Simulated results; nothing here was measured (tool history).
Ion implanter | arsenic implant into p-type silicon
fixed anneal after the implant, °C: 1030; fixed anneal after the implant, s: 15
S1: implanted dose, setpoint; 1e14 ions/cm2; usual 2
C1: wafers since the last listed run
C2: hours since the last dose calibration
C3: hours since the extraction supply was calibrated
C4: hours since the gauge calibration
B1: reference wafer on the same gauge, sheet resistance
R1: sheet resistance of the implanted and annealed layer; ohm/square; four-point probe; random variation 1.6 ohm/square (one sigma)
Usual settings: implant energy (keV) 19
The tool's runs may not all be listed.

Run 1, hour 0: usual settings but implant energy (keV) 15; C1 0; C2 648.7; C3 1936.8; C4 343.4; B1 440.28. Result: R1 456.28 ohm/square.
Run 2, hour 64.6: usual settings but implant energy (keV) 15; C1 676; C2 713.3; C3 2001.4; C4 408; B1 440.61. Result: R1 458.53 ohm/square.
Run 3, hour 158.9: usual settings but implant energy (keV) 15; C1 987; C2 807.6; C3 2095.7; C4 502.3; B1 440.62. Result: R1 458.45 ohm/square.
Run 4, hour 247.1: usual settings but implant energy (keV) 22; C1 923; C2 895.8; C3 2183.9; C4 590.5; B1 440.62. Result: R1 436.38 ohm/square.
Run 5, hour 352.9: usual settings; C1 1107; C2 1001.6; C3 2289.7; C4 696.3; B1 441.05. Result: R1 443.12 ohm/square.
Run 6, hour 413.7: usual settings; C1 636; C2 1062.4; C3 2350.5; C4 757.1; B1 441. Result: R1 444.86 ohm/square.
Run 7, hour 465.4: usual settings; C1 541; C2 1114.1; C3 2402.2; C4 808.8; B1 441.15. Result: R1 445.05 ohm/square.
Run 8, hour 550: usual settings; C1 885; C2 1198.7; C3 2486.8; C4 893.4; B1 440.62. Result: R1 448.02 ohm/square.
Run 9, hour 628.1: usual settings but implant energy (keV) 14.5; C1 817; C2 1276.8; C3 2564.9; C4 971.5; B1 441.1. Result: R1 461.66 ohm/square.
Run 10, hour 723.6: usual settings; C1 999; C2 1372.3; C3 2660.4; C4 1067; B1 441.49. Result: R1 448.47 ohm/square.
Run 11, hour 794.7: usual settings; C1 744; C2 1443.4; C3 2731.5; C4 1138.1; B1 441.14. Result: R1 442.62 ohm/square.
At hour 837: Faraday cup replaced and dose calibrated.
Run 12, hour 837.5: usual settings; C1 364; C2 0.5; C3 2774.3; C4 1180.9; B1 441.56. Result: R1 438.38 ohm/square.
Run 13, hour 937.1: usual settings but S1 1.42 1e14 ions/cm2, implant energy (keV) 24; C1 1042; C2 100.1; C3 2873.9; C4 1280.5; B1 441.3. Result: R1 543.79 ohm/square.
Run 14, hour 1009.1: usual settings but S1 1.66 1e14 ions/cm2, implant energy (keV) 24.5; C1 753; C2 172.1; C3 2945.9; C4 1352.5; B1 441.2. Result: R1 484.88 ohm/square.
Run 15, hour 1078.1: usual settings but S1 1.5 1e14 ions/cm2; C1 722; C2 241.1; C3 3014.9; C4 1421.5; B1 440.84. Result: R1 546.31 ohm/square.
Run 16, hour 1138.1: usual settings but S1 1.41 1e14 ions/cm2, implant energy (keV) 21.5; C1 628; C2 301.1; C3 3074.9; C4 1481.5; B1 441.27. Result: R1 562.34 ohm/square.
At hour 1277: extraction supply calibrated.
At hour 1350.1: gauge calibrated.
Run 17, hour 1448: usual settings but S1 1.77 1e14 ions/cm2, implant energy (keV) 21; C1 3160; C2 611; C3 171; C4 97.9; B1 441.37. Result: R1 474.88 ohm/square.
Run 18, hour 1518.3: usual settings but S1 1.42 1e14 ions/cm2, implant energy (keV) 24; C1 735; C2 681.3; C3 241.3; C4 168.2; B1 440.62. Result: R1 554.86 ohm/square.
Run 19, hour 1597: usual settings but S1 2.38 1e14 ions/cm2, implant energy (keV) 16.5; C1 823; C2 760; C3 320; C4 246.9; B1 440.62. Result: R1 395.17 ohm/square.
Run 20, hour 1634.5: usual settings but implant energy (keV) 24.5; C1 392; C2 797.5; C3 357.5; C4 284.4; B1 440.23. Result: R1 425.49 ohm/square.
Run 21, hour 1690.5: usual settings but S1 1.5 1e14 ions/cm2, implant energy (keV) 22.5; C1 586; C2 853.5; C3 413.5; C4 340.4; B1 440.72. Result: R1 535.55 ohm/square.
Run 22, hour 1786.6: usual settings but S1 1.49 1e14 ions/cm2; C1 1005; C2 949.6; C3 509.6; C4 436.5; B1 440.75. Result: R1 549.45 ohm/square.

4 ways to go on from here, each from the tool as it stands after run 22. What would each give?
Run A, hour 1787: usual settings; C1 4; C2 950; C3 510; C4 436.9; B1 ?. Result: R1 ?.
Run B, hour 1787: usual settings but S1 1.57 1e14 ions/cm2, implant energy (keV) 25; C1 4; C2 950; C3 510; C4 436.9; B1 ?. Result: R1 ?.
Run C, hour 1787: usual settings but implant energy (keV) 23.5; C1 4; C2 950; C3 510; C4 436.9; B1 ?. Result: R1 ?.
Run D, hour 1787: usual settings but S1 2.18 1e14 ions/cm2, implant energy (keV) 24; C1 4; C2 950; C3 510; C4 436.9; B1 ?. Result: R1 ?.

run      B1      R1
  A  441.58  444.15
  B  441.58  510.53
  C  441.58  431.33
  D  441.58  403.32
Without the tool's hidden state the same runs would have given:
run      R1
  A  440.68
  B  506.68
  C     428
  D   400.2
